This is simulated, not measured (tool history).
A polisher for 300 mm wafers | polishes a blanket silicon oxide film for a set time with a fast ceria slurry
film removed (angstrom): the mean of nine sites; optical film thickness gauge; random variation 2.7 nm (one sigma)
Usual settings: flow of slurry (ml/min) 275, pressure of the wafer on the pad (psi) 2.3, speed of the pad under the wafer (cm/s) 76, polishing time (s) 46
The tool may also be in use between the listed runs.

run	hour	flow of slurry (ml/min)	pressure of the wafer on the pad (psi)	speed of the pad under the wafer (cm/s)	polishing time (s)	wafers since the last listed run	wafers polished on this pad	hours since the slurry nozzle was cleaned	hours since the head pressure was calibrated	incoming thickness of the incoming film, nm	film removed (angstrom)
1	0.0	275	2.3	86	46	0	869	218.3	1004.4	3501.3	4133
2	52.3	275	2.3	86	46	487	1357	270.6	1056.7	3509.3	4107
3	182.0	275	2.3	76	46	1209	2566	400.3	1186.4	3579.7	3675
4	237.3	275	2.3	76	46	515	3082	455.6	1241.7	3505.7	3676
# hour 254.8: slurry nozzle cleaned
5	263.4	275	2.3	76	46	234	3316	8.6	1267.8	3476.1	3654
6	304.1	275	2.3	76	46	379	3696	49.3	1308.5	3566.0	3648
7	359.8	275	2.3	76	46	519	4215	105.0	1364.2	3544.5	3668
8	409.8	275	2.3	76	46	466	4681	155.0	1414.2	3498.1	3691
# hour 456.0: worn pad replaced by a new one
9	457.2	275	1.8	76	46	404	11	202.4	1461.6	3501.4	3181
10	509.2	275	1.8	76	46	484	495	254.4	1513.6	3493.7	3180
11	552.3	275	1.8	76	46	401	897	297.5	1556.7	3537.6	3194
12	617.1	275	2.3	84	46	604	1502	362.3	1621.5	3500.2	4050
# hour 644.1: head pressure recalibrated
13	648.4	275	2.3	84	46	273	1775	393.6	4.3	3540.4	3991
14	719.3	275	2.5	62	46	661	2436	464.5	75.2	3539.3	3203
15	762.0	275	1.8	76	46	398	2834	507.2	117.9	3590.0	3186
# hour 793.1: slurry nozzle cleaned
16	829.8	275	2.3	76	46	622	3457	36.7	185.7	3548.5	3696
17	877.5	300	2.3	62	46	444	3902	84.4	233.4	3496.1	3055
18	935.1	275	2.9	56	46	537	4439	142.0	291.0	3551.4	3252
19	965.3	230	2.6	76	46	281	4721	172.2	321.2	3542.2	3904
# hour 989.7: worn pad replaced by a new one
20	1011.5	220	2.9	102	32	393	202	218.4	367.4	3565.5	3812
21	1053.5	350	1.9	102	46	391	594	260.4	409.4	3512.6	4373
22	1105.1	275	1.8	76	46	481	1075	312.0	461.0	3499.3	3198
23	1166.6	275	2.3	76	31	573	1649	373.5	522.5	3581.9	2474
24	1227.8	250	2.3	56	46	570	2219	434.7	583.7	3497.4	2759
25	1358.5	350	2.3	76	60	1218	3438	565.4	714.4	3507.6	4885
# hour 1373.2: slurry nozzle cleaned
26	1391.2	340	2.3	100	46	295	3734	18.0	747.1	3558.0	4832
27	1417.8	275	2.3	76	46	248	3982	44.6	773.7	3515.3	3680
# hour 1432.7: worn pad replaced by a new one
28	1489.0	275	2.5	62	46	626	524	115.8	844.9	3593.7	3219
29	1521.0	195	2.8	76	46	298	823	147.8	876.9	3503.1	3998
30	1592.0	275	2.3	56	46	662	1485	218.8	947.9	3557.3	2784
31	1656.3	275	2.1	52	55	599	2084	283.1	1012.2	3584.5	2944
32	1700.1	195	2.3	76	46	408	2493	326.9	1056.0	3475.6	3524
33	1761.7	275	2.3	76	46	574	3067	388.5	1117.6	3532.9	3665
34	1831.7	340	1.6	76	46	652	3720	458.5	1187.6	3496.2	3039
35	1858.7	275	2.3	92	56	251	3972	485.5	1214.6	3538.8	5378
36	1894.8	275	2.3	76	32	336	4308	521.6	1250.7	3512.6	2536
# hour 1937.5: slurry nozzle cleaned
37	1945.8	275	2.3	76	31	466	4775	8.3	1301.7	3522.0	2451

4 ways to go on from here, each from the tool as it stands after run 37. What would each give?
A	1946.2	275	2.3	76	46	3	4778	8.7	1302.1	3598.9	?
B	1946.2	210	2.3	76	46	3	4778	8.7	1302.1	3598.9	?
C	1946.2	225	2.9	96	32	3	4778	8.7	1302.1	3598.9	?
D	1946.2	275	3.0	66	46	3	4778	8.7	1302.1	3598.9	?

run	film removed (angstrom)
A	3634
B	3561
C	3580
D	3775
Without the tool's hidden state the same runs would have given:
run	film removed (angstrom)
A	3634
B	3561
C	3580
D	3775

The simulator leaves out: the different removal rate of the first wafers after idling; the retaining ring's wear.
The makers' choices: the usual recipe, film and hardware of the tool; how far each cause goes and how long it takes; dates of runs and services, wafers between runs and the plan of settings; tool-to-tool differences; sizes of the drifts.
